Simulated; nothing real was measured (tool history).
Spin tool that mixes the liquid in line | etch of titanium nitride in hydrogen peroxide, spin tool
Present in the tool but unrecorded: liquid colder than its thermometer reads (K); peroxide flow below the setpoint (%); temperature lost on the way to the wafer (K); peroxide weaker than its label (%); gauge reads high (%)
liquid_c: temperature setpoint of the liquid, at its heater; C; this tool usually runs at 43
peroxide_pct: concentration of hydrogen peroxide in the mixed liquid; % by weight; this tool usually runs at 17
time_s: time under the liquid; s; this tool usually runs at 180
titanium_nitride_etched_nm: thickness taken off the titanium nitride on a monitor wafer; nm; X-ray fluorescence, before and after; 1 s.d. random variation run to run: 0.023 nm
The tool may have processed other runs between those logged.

run	hour	liquid_c	peroxide_pct	time_s	wafers since the last listed run	hours since the thermometer was replaced	hours since the peroxide flow meter was replaced	hours since the heated supply line was repaired	hours since the drum of peroxide was connected	hours since the gauge calibration	read-back film thickness of the titanium nitride reference wafer, read on the same gauge (nm)	titanium_nitride_etched_nm
1	0	35.5	17	180	0	1676.6	390.2	1516.5	439.5	502.2	41.247	1.505
2	63.9	43	17	180	478	1740.5	454.1	1580.4	503.4	566.1	41.314	2.658
3	107.2	43	17	180	324	1783.8	497.4	1623.7	546.7	609.4	41.351	2.71
4	180.1	43	17	180	545	1856.7	570.3	1696.6	619.6	682.3	41.424	2.698
5	216.5	46.5	20	180	272	1893.1	606.7	1733	656	718.7	41.38	3.633
# hour 263.6: heated supply line repaired
6	267.4	43	17	180	373	1944	657.6	3.8	706.9	769.6	41.487	2.697
7	305.1	43	17	180	282	1981.7	695.3	41.5	744.6	807.3	41.476	2.714
8	341	47.5	17	180	268	2017.6	731.2	77.4	780.5	843.2	41.452	3.822
# hour 355.6: new drum of peroxide connected
9	386.5	34.5	13.5	135	333	2063.1	776.7	122.9	30.9	888.7	41.48	0.996
# hour 399.6: thermometer replaced
# hour 422.1: gauge calibrated
10	434.7	46.5	17	120	353	35.1	824.9	171.1	79.1	12.6	39.903	2.241
11	490.7	43	17	180	419	91.1	880.9	227.1	135.1	68.6	40.131	2.648
12	524.5	46	17	180	253	124.9	914.7	260.9	168.9	102.4	40.26	3.355
13	572.7	43	19.5	250	360	173.1	962.9	309.1	217.1	150.6	40.385	3.806
14	627.4	43	21.5	100	409	227.8	1017.6	363.8	271.8	205.3	40.592	1.547
15	688.1	51.5	19.5	275	454	288.5	1078.3	424.5	332.5	266	40.735	7.829
16	749.9	50.5	12.5	230	462	350.3	1140.1	486.3	394.3	327.8	40.832	5.63
17	804.4	38.5	17	255	408	404.8	1194.6	540.8	448.8	382.3	40.909	2.717
# hour 821.9: peroxide flow meter replaced
18	831.5	43	17	180	195	431.9	9.6	567.9	475.9	409.4	40.946	2.68
19	858.3	38	18.5	110	200	458.7	36.4	594.7	502.7	436.2	41.039	1.144
20	892.8	46	22	275	258	493.2	70.9	629.2	537.2	470.7	41.046	5.453
21	937.5	38.5	18.5	285	334	537.9	115.6	673.9	581.9	515.4	41.119	3.067
22	977.1	43	17	180	296	577.5	155.2	713.5	621.5	555	41.15	2.683
23	1036.9	43	17	180	447	637.3	215	773.3	681.3	614.8	41.147	2.661
24	1061.7	43	17	180	185	662.1	239.8	798.1	706.1	639.6	41.235	2.659
# hour 1106.9: new drum of peroxide connected
25	1144.3	43	21.5	100	611	744.7	322.4	880.7	37.4	722.2	41.294	1.573
26	1202.5	43	17	100	435	802.9	380.6	938.9	95.6	780.4	41.267	1.51

Branching from run 26: 3 alternative next runs. What would each branch give?
A	1203	43	17	235	3	803.4	381.1	939.4	96.1	780.9	?	?
B	1203	38	17	210	3	803.4	381.1	939.4	96.1	780.9	?	?
C	1203	43	20	250	3	803.4	381.1	939.4	96.1	780.9	?	?

run	read-back film thickness of the titanium nitride reference wafer, read on the same gauge (nm)	titanium_nitride_etched_nm
A	41.292	3.513
B	41.292	2.139
C	41.292	3.868
With the hidden condition removed and each run's random variation left untouched, the same runs would have given:
run	titanium_nitride_etched_nm
A	3.401
B	2.072
C	3.746
